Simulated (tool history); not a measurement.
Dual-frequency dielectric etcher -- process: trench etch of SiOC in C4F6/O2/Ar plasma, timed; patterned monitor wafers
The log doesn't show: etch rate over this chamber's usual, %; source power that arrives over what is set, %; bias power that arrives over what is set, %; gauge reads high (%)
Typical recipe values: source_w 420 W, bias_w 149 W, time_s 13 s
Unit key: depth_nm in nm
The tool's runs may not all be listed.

run	hour	source_w	bias_w	time_s	wafers since the last listed run	hours since the last wet clean	hours since the last source power generator calibration	hours since the last bias power generator calibration	hours since the last upper electrode change	hours since the gauge calibration	read-back reference wafer on the same gauge, depth_nm	depth_nm
1	0	420	149	10	0	349.8	2338.9	3715.9	5592.5	238.2	29.57	20.69
2	7.3	420	149	10	93	357.1	2346.2	3723.2	5599.8	245.5	29.6	20.32
3	14.1	420	133	13	87	363.9	2353	3730	5606.6	252.3	29.62	25.29
4	22.3	420	149	13	104	372.1	2361.2	3738.2	5614.8	260.5	29.62	26.98
5	37.9	420	149	13	199	387.7	2376.8	3753.8	5630.4	276.1	29.63	26.9
6	45.8	420	149	13	101	395.6	2384.7	3761.7	5638.3	284	29.63	26.77
7	67.6	420	149	13	278	417.4	2406.5	3783.5	5660.1	305.8	29.6	26.92
8	74.3	420	149	13	85	424.1	2413.2	3790.2	5666.8	312.5	29.59	26.81
9	81.8	420	149	13	95	431.6	2420.7	3797.7	5674.3	320	29.6	26.84
10	95.2	390	149	13	171	445	2434.1	3811.1	5687.7	333.4	29.59	26.01
11	110	390	149	13	189	459.8	2448.9	3825.9	5702.5	348.2	29.57	26.11
12	124.6	420	157	13	186	474.4	2463.5	3840.5	5717.1	362.8	29.65	27.6
# hour 127.3: gauge calibrated
13	142.3	420	157	13	226	492.1	2481.2	3858.2	5734.8	15	29.64	27.51
# hour 177.7: source power generator calibrated
# hour 195.3: upper electrode replaced
14	195.8	480	149	13	408	545.6	18.1	3911.7	0.5	68.5	29.57	28.74
# hour 225.6: bias power generator calibrated
# hour 244.2: wet clean of the chamber
15	244.7	420	149	10.5	337	0.5	67	19.1	49.4	117.4	29.58	20.84
16	245	460	149	11	3	0.8	67.3	19.4	49.7	117.7	29.63	22.36
17	249.1	420	149	13	52	4.9	71.4	23.5	53.8	121.8	29.59	25.66
18	257	460	121	10.5	101	12.8	79.3	31.4	61.7	129.7	29.56	19.97
19	272.6	340	173	17	199	28.4	94.9	47	77.3	145.3	29.59	33.18
20	283.6	360	128	11	140	39.4	105.9	58	88.3	156.3	29.59	19.41
21	289.9	330	149	13	80	45.7	112.2	64.3	94.6	162.6	29.61	23.78
22	298.2	500	165	13	106	54	120.5	72.6	102.9	170.9	29.63	28.58
23	311.1	480	166	9.5	165	66.9	133.4	85.5	115.8	183.8	29.63	20.68
24	323.3	460	137	13	156	79.1	145.6	97.7	128	196	29.57	26.1
25	340.7	370	129	16.5	222	96.5	163	115.1	145.4	213.4	29.61	29.58
26	349.7	460	167	15	115	105.5	172	124.1	154.4	222.4	29.52	32.66

What does the tool deliver on the next run?
27	365.1	420	149	13	197	120.9	187.4	139.5	169.8	237.8	?	?

Run 27 produced read-back reference wafer on the same gauge, depth_nm 29.61, depth_nm 26.09 nm.
On a tool with no hidden condition, and with the same random variation, this run would have come out at depth_nm 25.93 nm.
